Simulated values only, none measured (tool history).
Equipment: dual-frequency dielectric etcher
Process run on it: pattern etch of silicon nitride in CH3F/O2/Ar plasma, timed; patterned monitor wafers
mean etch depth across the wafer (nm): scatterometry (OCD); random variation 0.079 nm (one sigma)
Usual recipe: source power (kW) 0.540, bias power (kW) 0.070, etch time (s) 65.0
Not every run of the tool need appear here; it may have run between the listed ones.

run   hour  source power (kW)  bias power (kW)  etch time (s)  wafers since the last listed run  hours since the last wet clean  hours since the last source power generator calibration  hours since the last bias power generator calibration  hours since the last upper electrode change  hours since the gauge calibration  read-back reference wafer on the same gauge, depth_nm  mean etch depth across the wafer (nm)
  1    0.0              0.540            0.070           65.0                                 0                           331.7                                                   1900.6                                                 1163.0                                       4093.5                              203.3                                                   62.7                                   53.0
  2   21.9              0.540            0.070           73.5                               241                           353.6                                                   1922.5                                                 1184.9                                       4115.4                              225.2                                                   62.7                                   59.9
  3   39.3              0.540            0.070           73.5                               191                           371.0                                                   1939.9                                                 1202.3                                       4132.8                              242.6                                                   62.7                                   59.9
  4   61.8              0.540            0.070           73.5                               247                           393.5                                                   1962.4                                                 1224.8                                       4155.3                              265.1                                                   62.6                                   59.9
  5   86.8              0.540            0.070           65.0                               275                           418.5                                                   1987.4                                                 1249.8                                       4180.3                              290.1                                                   62.8                                   53.0
  6  105.0              0.540            0.070           65.0                               200                           436.7                                                   2005.6                                                 1268.0                                       4198.5                              308.3                                                   62.7                                   52.9
  7  139.2              0.540            0.070           65.0                               376                           470.9                                                   2039.8                                                 1302.2                                       4232.7                              342.5                                                   62.7                                   52.8
  8  160.6              0.540            0.070           65.0                               235                           492.3                                                   2061.2                                                 1323.6                                       4254.1                              363.9                                                   62.7                                   52.7
     190.7  -- wet clean of the chamber
  9  191.2              0.540            0.070           65.0                                72                             0.5                                                   2091.8                                                 1354.2                                       4284.7                              394.5                                                   62.7                                   53.7
 10  210.2              0.540            0.070           65.0                               209                            19.5                                                   2110.8                                                 1373.2                                       4303.7                              413.5                                                   62.7                                   53.7
     216.5  -- source power generator calibrated
 11  240.9              0.540            0.070           65.0                               294                            50.2                                                     24.4                                                 1403.9                                       4334.4                              444.2                                                   62.7                                   52.6
 12  273.5              0.540            0.070           65.0                               359                            82.8                                                     57.0                                                 1436.5                                       4367.0                              476.8                                                   62.7                                   52.5
 13  303.5              0.540            0.070           65.0                               330                           112.8                                                     87.0                                                 1466.5                                       4397.0                              506.8                                                   62.6                                   52.5
     309.7  -- gauge calibrated
 14  325.6              0.610            0.070           79.5                               243                           134.9                                                    109.1                                                 1488.6                                       4419.1                               15.9                                                   62.7                                   67.2
 15  360.2              0.620            0.088           79.0                               381                           169.5                                                    143.7                                                 1523.2                                       4453.7                               50.5                                                   62.7                                   72.1
 16  394.2              0.670            0.061           70.5                               374                           203.5                                                    177.7                                                 1557.2                                       4487.7                               84.5                                                   62.7                                   59.6
 17  419.4              0.440            0.054           65.0                               277                           228.7                                                    202.9                                                 1582.4                                       4512.9                              109.7                                                   62.7                                   45.2
 18  438.1              0.650            0.081           46.5                               205                           247.4                                                    221.6                                                 1601.1                                       4531.6                              128.4                                                   62.7                                   42.0
 19  459.6              0.470            0.057           74.5                               236                           268.9                                                    243.1                                                 1622.6                                       4553.1                              149.9                                                   62.7                                   53.8
     485.0  -- bias power generator calibrated
 20  485.5              0.540            0.079           65.0                               241                           294.8                                                    269.0                                                    0.5                                       4579.0                              175.8                                                   62.7                                   54.3
 21  496.9              0.540            0.070           65.0                               125                           306.2                                                    280.4                                                   11.9                                       4590.4                              187.2                                                   62.7                                   52.5
 22  513.7              0.610            0.087           51.0                               185                           323.0                                                    297.2                                                   28.7                                       4607.2                              204.0                                                   62.7                                   46.1
 23  532.3              0.670            0.078           49.5                               204                           341.6                                                    315.8                                                   47.3                                       4625.8                              222.6                                                   62.7                                   44.8
     559.6  -- upper electrode replaced
 24  560.1              0.640            0.075           78.0                                41                           369.4                                                    343.6                                                   75.1                                          0.5                              250.4                                                   62.7                                   68.4
 25  585.6              0.640            0.083           65.0                               280                           394.9                                                    369.1                                                  100.6                                         26.0                              275.9                                                   62.7                                   58.8
 26  612.6              0.660            0.064           65.0                               297                           421.9                                                    396.1                                                  127.6                                         53.0                              302.9                                                   62.7                                   55.0
 27  630.2              0.540            0.070           65.0                               193                           439.5                                                    413.7                                                  145.2                                         70.6                              320.5                                                   62.6                                   52.3
 28  662.0              0.540            0.070           65.0                               350                           471.3                                                    445.5                                                  177.0                                        102.4                              352.3                                                   62.7                                   52.4
 29  696.0              0.540            0.077           47.5                               374                           505.3                                                    479.5                                                  211.0                                        136.4                              386.3                                                   62.8                                   39.3
 30  729.2              0.650            0.070           65.0                               365                           538.5                                                    512.7                                                  244.2                                        169.6                              419.5                                                   62.7                                   56.3
 31  749.7              0.460            0.070           55.5                               225                           559.0                                                    533.2                                                  264.7                                        190.1                              440.0                                                   62.7                                   42.0

Consider 3 possible next runs. They are alternatives, not a sequence: every one starts from the tool as it was left by run 31. What does each give?
  A  750.1              0.540            0.070           52.5                                 4                           559.4                                                    533.6                                                  265.1                                        190.5                              440.4                                                      ?                                      ?
  B  750.1              0.540            0.082           65.0                                 4                           559.4                                                    533.6                                                  265.1                                        190.5                              440.4                                                      ?                                      ?
  C  750.1              0.420            0.070           50.5                                 4                           559.4                                                    533.6                                                  265.1                                        190.5                              440.4                                                      ?                                      ?

run  read-back reference wafer on the same gauge, depth_nm  mean etch depth across the wafer (nm)
  A                                                   62.7                                   42.1
  B                                                   62.7                                   54.7
  C                                                   62.7                                   36.9
With no hidden state in the tool, these same runs would have given:
run  mean etch depth across the wafer (nm)
  A                                   42.4
  B                                   55.0
  C                                   37.1
